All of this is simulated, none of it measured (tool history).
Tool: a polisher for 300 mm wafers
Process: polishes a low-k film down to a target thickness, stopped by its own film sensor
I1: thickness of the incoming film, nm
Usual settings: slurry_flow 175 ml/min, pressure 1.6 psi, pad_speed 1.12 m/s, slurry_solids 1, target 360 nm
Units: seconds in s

run 1 hour=0.0 | slurry_flow=175 pressure=1.6 pad_speed=1.12 slurry_solids=1 target=360 | I1=397.2 | seconds=114.0
run 2 hour=18.6 | slurry_flow=175 pressure=1.6 pad_speed=1.12 slurry_solids=1 target=360 | I1=383.9 | seconds=73.6
run 3 hour=34.6 | slurry_flow=175 pressure=1.6 pad_speed=1.12 slurry_solids=1 target=360 | I1=393.0 | seconds=101.1
run 4 hour=46.2 | slurry_flow=175 pressure=1.6 pad_speed=1.12 slurry_solids=1 target=360 | I1=387.6 | seconds=85.3
-- hour=62.9 worn pad replaced by a new one
run 5 hour=63.4 | slurry_flow=175 pressure=1.6 pad_speed=1.12 slurry_solids=1 target=360 | I1=389.1 | seconds=96.8
run 6 hour=67.8 | slurry_flow=175 pressure=1.6 pad_speed=1.12 slurry_solids=1 target=360 | I1=393.9 | seconds=114.8
run 7 hour=75.0 | slurry_flow=175 pressure=1.6 pad_speed=1.12 slurry_solids=1 target=367 | I1=391.9 | seconds=84.4
run 8 hour=86.7 | slurry_flow=175 pressure=1.6 pad_speed=1.12 slurry_solids=1 target=367 | I1=393.0 | seconds=89.0
-- hour=95.1 conditioning disc replaced and pad reconditioned
-- hour=102.8 worn pad replaced by a new one, repeated, since the last time left the tool worse
run 9 hour=103.3 | slurry_flow=175 pressure=1.6 pad_speed=1.12 slurry_solids=1 target=360 | I1=393.8 | seconds=99.3
run 10 hour=116.2 | slurry_flow=220 pressure=1.6 pad_speed=1.12 slurry_solids=1 target=360 | I1=394.2 | seconds=99.0
run 11 hour=125.2 | slurry_flow=175 pressure=1.6 pad_speed=1.12 slurry_solids=1 target=360 | I1=386.0 | seconds=78.0
-- hour=130.5 slurry nozzle cleaned
run 12 hour=145.3 | slurry_flow=175 pressure=1.6 pad_speed=1.12 slurry_solids=1 target=360 | I1=396.3 | seconds=111.7
run 13 hour=155.4 | slurry_flow=175 pressure=1.6 pad_speed=1.12 slurry_solids=1 target=365 | I1=387.7 | seconds=69.2
-- hour=165.2 slurry blender recalibrated
-- hour=166.2 head pressure recalibrated
run 14 hour=172.0 | slurry_flow=145 pressure=1.6 pad_speed=1.12 slurry_solids=1 target=360 | I1=384.0 | seconds=76.5
run 15 hour=184.3 | slurry_flow=175 pressure=1.6 pad_speed=1.12 slurry_solids=1 target=360 | I1=389.4 | seconds=91.8
-- hour=201.9 worn pad replaced by a new one
run 16 hour=202.4 | slurry_flow=175 pressure=1.6 pad_speed=1.12 slurry_solids=1 target=356 | I1=394.2 | seconds=111.3
run 17 hour=210.0 | slurry_flow=175 pressure=1.6 pad_speed=1.12 slurry_solids=1 target=365 | I1=391.8 | seconds=77.9
run 18 hour=217.3 | slurry_flow=175 pressure=2.2 pad_speed=1.12 slurry_solids=1 target=360 | I1=395.7 | seconds=76.9

5 ways to go on from here, each from the tool as it stands after run 18. What would each give?
run A hour=217.8 | slurry_flow=200 pressure=1.6 pad_speed=1.12 slurry_solids=1 target=360 | I1=388.8 | seconds=?
run B hour=217.8 | slurry_flow=175 pressure=1.9 pad_speed=1.44 slurry_solids=1 target=368 | I1=388.8 | seconds=?
run C hour=217.8 | slurry_flow=175 pressure=1.1 pad_speed=0.76 slurry_solids=1 target=360 | I1=388.8 | seconds=?
run D hour=217.8 | slurry_flow=175 pressure=1.1 pad_speed=1.12 slurry_solids=1 target=360 | I1=388.8 | seconds=?
run E hour=217.8 | slurry_flow=175 pressure=1.8 pad_speed=0.74 slurry_solids=1 target=360 | I1=388.8 | seconds=?

run=A seconds=83.1
run=B seconds=42.2
run=C seconds=168.2
run=D seconds=123.4
run=E seconds=105.0
Without the tool's hidden state the same runs would have given:
run=A seconds=81.1
run=B seconds=41.1
run=C seconds=164.1
run=D seconds=120.3
run=E seconds=102.4

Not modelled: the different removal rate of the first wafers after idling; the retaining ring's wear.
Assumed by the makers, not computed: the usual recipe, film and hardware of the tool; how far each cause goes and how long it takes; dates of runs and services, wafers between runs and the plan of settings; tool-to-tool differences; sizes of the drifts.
